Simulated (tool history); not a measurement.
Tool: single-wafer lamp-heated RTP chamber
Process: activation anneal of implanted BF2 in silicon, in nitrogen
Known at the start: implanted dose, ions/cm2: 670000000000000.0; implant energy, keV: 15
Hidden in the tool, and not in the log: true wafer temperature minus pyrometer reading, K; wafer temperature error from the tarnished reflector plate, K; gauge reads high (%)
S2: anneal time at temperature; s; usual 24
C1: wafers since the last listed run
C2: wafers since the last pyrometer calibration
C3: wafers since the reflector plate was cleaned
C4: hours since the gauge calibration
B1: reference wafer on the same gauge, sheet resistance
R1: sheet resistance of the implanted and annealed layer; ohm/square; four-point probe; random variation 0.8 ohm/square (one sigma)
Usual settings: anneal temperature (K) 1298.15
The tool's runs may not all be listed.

{"run": 1, "hour": 0.0, "anneal temperature (K)": 1298.15, "S2": 24, "C1": 0, "C2": 6392, "C3": 3569, "C4": 175, "B1": 193.78, "R1": 220.36}
{"run": 2, "hour": 32.5, "anneal temperature (K)": 1298.15, "S2": 24, "C1": 238, "C2": 6631, "C3": 3808, "C4": 207.5, "B1": 194.04, "R1": 221.1}
{"run": 3, "hour": 48.4, "anneal temperature (K)": 1298.15, "S2": 24, "C1": 116, "C2": 6748, "C3": 3925, "C4": 223.4, "B1": 194.08, "R1": 221.23}
{"run": 4, "hour": 65.7, "anneal temperature (K)": 1298.15, "S2": 24, "C1": 127, "C2": 6875, "C3": 4052, "C4": 240.7, "B1": 194.2, "R1": 219.97}
{"run": 5, "hour": 136.4, "anneal temperature (K)": 1298.15, "S2": 24, "C1": 519, "C2": 7394, "C3": 4571, "C4": 311.4, "B1": 194.15, "R1": 218.96}
{"hour": 144.7, "done": "pyrometer window cleaned and pyrometer calibrated"}
{"run": 6, "hour": 149.4, "anneal temperature (K)": 1298.15, "S2": 24, "C1": 36, "C2": 34, "C3": 4608, "C4": 324.4, "B1": 194.16, "R1": 227.14}
{"run": 7, "hour": 181.3, "anneal temperature (K)": 1298.15, "S2": 24, "C1": 234, "C2": 268, "C3": 4842, "C4": 356.3, "B1": 193.87, "R1": 226.96}
{"hour": 189.7, "done": "reflector plate cleaned"}
{"run": 8, "hour": 197.8, "anneal temperature (K)": 1290.15, "S2": 24, "C1": 62, "C2": 331, "C3": 59, "C4": 372.8, "B1": 193.94, "R1": 239.79}
{"run": 9, "hour": 217.1, "anneal temperature (K)": 1298.15, "S2": 24, "C1": 141, "C2": 472, "C3": 201, "C4": 392.1, "B1": 194.16, "R1": 231.86}
{"hour": 219.3, "done": "gauge calibrated"}
{"run": 10, "hour": 242.9, "anneal temperature (K)": 1324.15, "S2": 19, "C1": 189, "C2": 662, "C3": 390, "C4": 23.6, "B1": 193.87, "R1": 218.52}
{"run": 11, "hour": 273.8, "anneal temperature (K)": 1290.15, "S2": 24, "C1": 227, "C2": 889, "C3": 617, "C4": 54.5, "B1": 194.4, "R1": 236.58}
{"run": 12, "hour": 299.4, "anneal temperature (K)": 1271.15, "S2": 17, "C1": 188, "C2": 1077, "C3": 805, "C4": 80.1, "B1": 193.78, "R1": 265.02}
{"run": 13, "hour": 318.4, "anneal temperature (K)": 1268.15, "S2": 35, "C1": 139, "C2": 1217, "C3": 945, "C4": 99.1, "B1": 193.8, "R1": 249.28}
{"run": 14, "hour": 336.1, "anneal temperature (K)": 1298.15, "S2": 24, "C1": 130, "C2": 1347, "C3": 1075, "C4": 116.8, "B1": 193.78, "R1": 229.77}
{"run": 15, "hour": 371.7, "anneal temperature (K)": 1307.15, "S2": 24, "C1": 261, "C2": 1608, "C3": 1337, "C4": 152.4, "B1": 193.76, "R1": 221.51}
{"run": 16, "hour": 397.2, "anneal temperature (K)": 1325.15, "S2": 33, "C1": 187, "C2": 1796, "C3": 1524, "C4": 177.9, "B1": 194.29, "R1": 204.25}
{"run": 17, "hour": 411.4, "anneal temperature (K)": 1272.15, "S2": 18, "C1": 104, "C2": 1900, "C3": 1628, "C4": 192.1, "B1": 194.12, "R1": 258.71}
{"run": 18, "hour": 425.5, "anneal temperature (K)": 1273.15, "S2": 32, "C1": 103, "C2": 2003, "C3": 1732, "C4": 206.2, "B1": 193.93, "R1": 242.41}
{"run": 19, "hour": 459.1, "anneal temperature (K)": 1311.15, "S2": 24, "C1": 246, "C2": 2250, "C3": 1979, "C4": 239.8, "B1": 193.96, "R1": 217.09}

Forecast each of these 3 alternatives for the next run:
{"run": "A", "hour": 459.5, "anneal temperature (K)": 1298.15, "S2": 24, "C1": 2, "C2": 2253, "C3": 1982, "C4": 240.2, "B1": "?", "R1": "?"}
{"run": "B", "hour": 459.5, "anneal temperature (K)": 1325.15, "S2": 24, "C1": 2, "C2": 2253, "C3": 1982, "C4": 240.2, "B1": "?", "R1": "?"}
{"run": "C", "hour": 459.5, "anneal temperature (K)": 1324.15, "S2": 12, "C1": 2, "C2": 2253, "C3": 1982, "C4": 240.2, "B1": "?", "R1": "?"}

run=A B1=194.11 R1=226.12
run=B B1=194.11 R1=209.5
run=C B1=194.11 R1=221.85
Without the tool's hidden state the same runs would have given:
run=A R1=236.85
run=B R1=216.52
run=C R1=230.45
